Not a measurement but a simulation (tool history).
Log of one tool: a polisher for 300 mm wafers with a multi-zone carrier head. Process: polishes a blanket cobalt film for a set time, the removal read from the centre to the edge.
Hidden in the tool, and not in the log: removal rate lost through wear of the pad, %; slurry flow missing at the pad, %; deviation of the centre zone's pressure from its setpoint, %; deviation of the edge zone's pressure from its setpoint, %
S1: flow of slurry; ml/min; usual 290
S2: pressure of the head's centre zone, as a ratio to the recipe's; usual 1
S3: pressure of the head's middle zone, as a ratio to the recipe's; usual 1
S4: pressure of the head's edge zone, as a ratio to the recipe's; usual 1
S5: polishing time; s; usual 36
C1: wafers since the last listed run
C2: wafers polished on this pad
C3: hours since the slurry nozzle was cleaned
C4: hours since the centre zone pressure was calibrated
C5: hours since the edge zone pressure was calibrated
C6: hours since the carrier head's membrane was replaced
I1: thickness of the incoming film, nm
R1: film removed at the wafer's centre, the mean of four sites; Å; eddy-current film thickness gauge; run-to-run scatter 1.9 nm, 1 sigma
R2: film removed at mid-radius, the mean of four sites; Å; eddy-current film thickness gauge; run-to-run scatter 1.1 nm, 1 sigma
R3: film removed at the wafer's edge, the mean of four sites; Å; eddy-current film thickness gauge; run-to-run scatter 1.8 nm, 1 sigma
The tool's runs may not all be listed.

run,hour,S1,S2,S3,S4,S5,C1,C2,C3,C4,C5,C6,I1,R1,R2,R3
1,0,290,1,1,1,36,0,2525,865.2,115.8,655.4,672.9,1495.5,1427,1450,1418
# hour 9.3: slurry nozzle cleaned
# hour 24.9: edge zone pressure recalibrated
2,107.6,290,1,0.92,1,36,1229,3754,98.3,223.4,82.7,780.5,1465.6,1461,1426,1452
# hour 149.3: carrier head's membrane replaced by a new one
# hour 157.9: worn pad replaced by a new one
3,278.8,290,1,0.95,1,36,1905,1420,269.5,394.6,253.9,129.5,1488,1581,1520,1538
4,342,290,1,0.95,1,36,742,2162,332.7,457.8,317.1,192.7,1460.8,1552,1500,1476
5,383.5,290,1,0.95,1,36,487,2650,374.2,499.3,358.6,234.2,1484,1521,1457,1460
6,466.6,290,1,1,0.95,36,976,3626,457.3,582.4,441.7,317.3,1476.6,1487,1466,1401
# hour 550.5: centre zone pressure recalibrated
7,558.3,340,1,1,1,36,1054,4680,549,7.8,533.4,409,1469.5,1458,1458,1416
# hour 643.9: worn pad replaced by a new one
8,652.3,235,1,1,1,36,1057,99,643,101.8,627.4,503,1467.3,1512,1533,1509
9,726,290,0.93,1,1,36,866,965,716.7,175.5,701.1,576.7,1472.9,1408,1516,1480
# hour 738.9: edge zone pressure recalibrated
# hour 744.6: slurry nozzle cleaned
10,791.7,290,1,1,1,36,736,1701,47.1,241.2,52.8,642.4,1480.6,1575,1542,1508
11,834,290,1,1,1,36,497,2198,89.4,283.5,95.1,684.7,1494.4,1537,1548,1487
12,882.1,290,1,0.91,1.04,36,565,2764,137.5,331.6,143.2,732.8,1482.6,1522,1406,1494
13,928,290,1.11,1,0.96,48,539,3303,183.4,377.5,189.1,778.7,1507.5,2171,1971,1865
14,997.8,290,1,1,1,36,820,4123,253.2,447.3,258.9,848.5,1501.4,1421,1436,1358
# hour 1054.9: worn pad replaced by a new one
15,1067,290,0.94,1.07,1,43,766,141,322.4,516.5,328.1,917.7,1485.8,1817,2021,1854
# hour 1078.2: carrier head's membrane replaced by a new one
# hour 1096.7: centre zone pressure recalibrated
16,1153.3,290,1,1,1,36,931,1073,408.7,56.6,414.4,75.1,1459,1575,1581,1531
17,1250.8,290,1,1,1,36,1145,2219,506.2,154.1,511.9,172.6,1478.5,1494,1529,1463
18,1320.4,290,1,1,1,36,817,3037,575.8,223.7,581.5,242.2,1472.6,1446,1475,1450
19,1374.5,255,1,1,1,36,635,3672,629.9,277.8,635.6,296.3,1463.7,1421,1417,1373
20,1458.2,290,0.94,1,1,36,983,4656,713.6,361.5,719.3,380,1477.8,1292,1386,1352
# hour 1467.3: edge zone pressure recalibrated
# hour 1480.2: worn pad replaced by a new one
# hour 1546.4: slurry nozzle cleaned
21,1551.3,350,1.11,0.91,1,36,1011,823,4.9,454.6,84,473.1,1476.4,1834,1551,1587
22,1624.8,210,1,1,1,36,863,1687,78.4,528.1,157.5,546.6,1482.1,1483,1524,1512

What if the next run were any one of these 4? Each begins from the tool's condition after run 22:
A,1625.2,290,1,1.1,1,36,4,1691,78.8,528.5,157.9,547,1467.5,?,?,?
B,1625.2,235,1,1.12,1,36,4,1691,78.8,528.5,157.9,547,1467.5,?,?,?
C,1625.2,325,1,1,1,36,4,1691,78.8,528.5,157.9,547,1467.5,?,?,?
D,1625.2,290,0.95,1,1,36,4,1691,78.8,528.5,157.9,547,1467.5,?,?,?

run,R1,R2,R3
A,1562,1681,1527
B,1520,1660,1498
C,1582,1590,1542
D,1483,1572,1528
With the hidden condition removed and each run's random variation left untouched, the same runs would have given:
run,R1,R2,R3
A,1642,1765,1601
B,1600,1746,1572
C,1661,1669,1617
D,1559,1651,1603
